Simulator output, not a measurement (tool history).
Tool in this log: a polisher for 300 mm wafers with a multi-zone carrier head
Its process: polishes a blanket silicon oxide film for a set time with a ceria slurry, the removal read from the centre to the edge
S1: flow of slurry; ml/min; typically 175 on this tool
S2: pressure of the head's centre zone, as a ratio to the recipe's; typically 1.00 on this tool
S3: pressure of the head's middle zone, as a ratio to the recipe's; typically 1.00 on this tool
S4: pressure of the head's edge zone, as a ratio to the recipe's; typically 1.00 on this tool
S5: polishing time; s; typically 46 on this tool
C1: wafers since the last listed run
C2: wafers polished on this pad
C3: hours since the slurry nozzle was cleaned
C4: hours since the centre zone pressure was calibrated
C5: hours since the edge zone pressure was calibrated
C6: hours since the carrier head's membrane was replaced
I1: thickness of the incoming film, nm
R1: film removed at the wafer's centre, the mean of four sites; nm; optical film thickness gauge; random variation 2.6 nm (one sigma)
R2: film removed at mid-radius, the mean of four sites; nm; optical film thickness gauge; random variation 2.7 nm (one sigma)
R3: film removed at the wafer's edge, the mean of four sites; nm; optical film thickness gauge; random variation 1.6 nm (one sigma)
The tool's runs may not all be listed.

run 1 hour=0.0 | S1=175 S2=1.00 S3=1.00 S4=1.00 S5=34 | C1=0 C2=127 C3=212.5 C4=748.7 C5=697.2 C6=347.2 | I1=1419.2 | R1=139.8 R2=140.9 R3=141.1
run 2 hour=32.5 | S1=175 S2=1.00 S3=1.00 S4=1.00 S5=34 | C1=473 C2=601 C3=245.0 C4=781.2 C5=729.7 C6=379.7 | I1=1400.7 | R1=134.2 R2=138.0 R3=135.6
run 3 hour=48.1 | S1=175 S2=1.00 S3=0.96 S4=1.00 S5=46 | C1=227 C2=828 C3=260.6 C4=796.8 C5=745.3 C6=395.3 | I1=1414.7 | R1=182.2 R2=176.6 R3=185.6
run 4 hour=71.8 | S1=175 S2=1.00 S3=0.96 S4=1.00 S5=46 | C1=345 C2=1173 C3=284.3 C4=820.5 C5=769.0 C6=419.0 | I1=1398.0 | R1=177.3 R2=173.2 R3=178.4
run 5 hour=91.1 | S1=175 S2=1.00 S3=0.96 S4=1.00 S5=46 | C1=281 C2=1455 C3=303.6 C4=839.8 C5=788.3 C6=438.3 | I1=1390.7 | R1=175.5 R2=167.7 R3=175.6
-- hour=98.2 edge zone pressure recalibrated
run 6 hour=112.9 | S1=175 S2=1.00 S3=1.09 S4=0.92 S5=46 | C1=288 C2=1743 C3=325.4 C4=861.6 C5=14.7 C6=460.1 | I1=1396.7 | R1=170.3 R2=182.3 R3=161.3
-- hour=122.2 worn pad replaced by a new one
run 7 hour=130.0 | S1=175 S2=1.00 S3=1.09 S4=0.92 S5=46 | C1=190 C2=113 C3=342.5 C4=878.7 C5=31.8 C6=477.2 | I1=1433.4 | R1=180.9 R2=196.6 R3=180.6
run 8 hour=161.7 | S1=175 S2=1.00 S3=1.09 S4=0.92 S5=46 | C1=462 C2=575 C3=374.2 C4=910.4 C5=63.5 C6=508.9 | I1=1402.9 | R1=179.7 R2=195.7 R3=174.4
-- hour=171.8 slurry nozzle cleaned
run 9 hour=189.5 | S1=160 S2=1.00 S3=1.00 S4=1.00 S5=46 | C1=390 C2=966 C3=17.7 C4=938.2 C5=91.3 C6=536.7 | I1=1401.6 | R1=187.3 R2=188.0 R3=183.3
run 10 hour=205.1 | S1=175 S2=1.10 S3=1.00 S4=1.05 S5=46 | C1=227 C2=1193 C3=33.3 C4=953.8 C5=106.9 C6=552.3 | I1=1393.1 | R1=205.0 R2=182.9 R3=190.1
-- hour=229.9 centre zone pressure recalibrated
-- hour=241.0 worn pad replaced by a new one
run 11 hour=241.5 | S1=175 S2=1.00 S3=1.00 S4=1.00 S5=46 | C1=443 C2=6 C3=69.7 C4=11.6 C5=143.3 C6=588.7 | I1=1415.6 | R1=198.3 R2=190.8 R3=192.1
run 12 hour=256.1 | S1=175 S2=1.00 S3=1.00 S4=1.00 S5=46 | C1=212 C2=219 C3=84.3 C4=26.2 C5=157.9 C6=603.3 | I1=1408.3 | R1=197.6 R2=193.2 R3=189.6
run 13 hour=277.0 | S1=215 S2=1.00 S3=1.00 S4=1.00 S5=46 | C1=304 C2=524 C3=105.2 C4=47.1 C5=178.8 C6=624.2 | I1=1403.2 | R1=200.9 R2=201.4 R3=194.3
run 14 hour=308.0 | S1=150 S2=0.95 S3=0.95 S4=1.00 S5=41 | C1=451 C2=976 C3=136.2 C4=78.1 C5=209.8 C6=655.2 | I1=1423.7 | R1=149.2 R2=151.1 R3=162.8

Run 15 is up next; what results do you expect?
-- hour=325.1 carrier head's membrane replaced by a new one
run 15 hour=340.7 | S1=175 S2=1.12 S3=1.00 S4=1.00 S5=46 | C1=403 C2=1379 C3=168.9 C4=110.8 C5=242.5 C6=15.6 | I1=1405.5 | R1=? R2=? R3=?

{"run 15": {"R1": 200.0, "R2": 178.2, "R3": 181.2}}
Without the tool's hidden state the same run would have given R1 218.9 nm, R2 194.4 nm, R3 196.6 nm.
